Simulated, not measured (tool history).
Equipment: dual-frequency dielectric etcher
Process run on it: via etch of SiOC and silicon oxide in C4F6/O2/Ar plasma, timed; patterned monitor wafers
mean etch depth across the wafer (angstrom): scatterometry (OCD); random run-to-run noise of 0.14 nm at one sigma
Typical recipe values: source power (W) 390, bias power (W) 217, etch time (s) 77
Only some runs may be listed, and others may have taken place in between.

run   hour  source power (W)  bias power (W)  etch time (s)  read-back reference wafer on the same gauge, depth_nm  mean etch depth across the wafer (angstrom)
  1      0               390             189             77                                                   75.1                                          887
  2   32.9               390             189             77                                                   75.1                                          885
  3   65.7               390             217             77                                                   75.1                                          918
  4   78.9               390             250             77                                                   75.1                                          957
  5  106.8               390             250             77                                                   75.1                                          956
  6  119.8               390             250             77                                                   75.1                                          955
  7    132               390             217             77                                                   75.1                                          918
  8  146.1               390             217             77                                                   75.1                                          917
  9  174.9               390             217             77                                                   75.1                                          916
 10  191.5               390             217             77                                                   75.1                                          915
     205.1  -- gauge calibrated
     216.9  -- bias power generator calibrated
 11  225.8               390             217             77                                                   75.1                                          914
 12  261.1               460             173           67.5                                                   75.1                                          829
 13  278.4               450             217             77                                                   75.1                                          996
 14  292.7               340             195             77                                                   75.1                                          810
     331.9  -- wet clean of the chamber
 15  332.4               300             265           57.5                                                   75.1                                          613
 16  347.1               390             217             77                                                   75.1                                          922
     373.2  -- source power generator calibrated
 17  377.4               390             217             77                                                   75.1                                          924
     418.5  -- upper electrode replaced
 18    419               390             196           62.5                                                   75.1                                          726
 19  427.3               390             184             62                                                   75.1                                          709
 20  532.1               420             217           61.5                                                   75.1                                          764
 21  548.5               390             217           90.5                                                   75.1                                         1076
 22  573.1               360             192             88                                                   75.1                                          965
 23  604.5               390             188             77                                                   75.1                                          879

The logged runs with the hidden state left out (each run's random variation unchanged):
The tool's hidden condition here consists of: etch rate over this chamber's usual, %; source power that arrives over what is set, %; bias power that arrives over what is set, %; gauge reads high (%).
run  mean etch depth across the wafer (angstrom)
  1                                          890
  2                                          888
  3                                          923
  4                                          962
  5                                          962
  6                                          962
  7                                          925
  8                                          924
  9                                          924
 10                                          923
 11                                          924
 12                                          838
 13                                         1008
 14                                          820
 15                                          613
 16                                          923
 17                                          926
 18                                          728
 19                                          711
 20                                          770
 21                                         1084
 22                                          973
 23                                          888

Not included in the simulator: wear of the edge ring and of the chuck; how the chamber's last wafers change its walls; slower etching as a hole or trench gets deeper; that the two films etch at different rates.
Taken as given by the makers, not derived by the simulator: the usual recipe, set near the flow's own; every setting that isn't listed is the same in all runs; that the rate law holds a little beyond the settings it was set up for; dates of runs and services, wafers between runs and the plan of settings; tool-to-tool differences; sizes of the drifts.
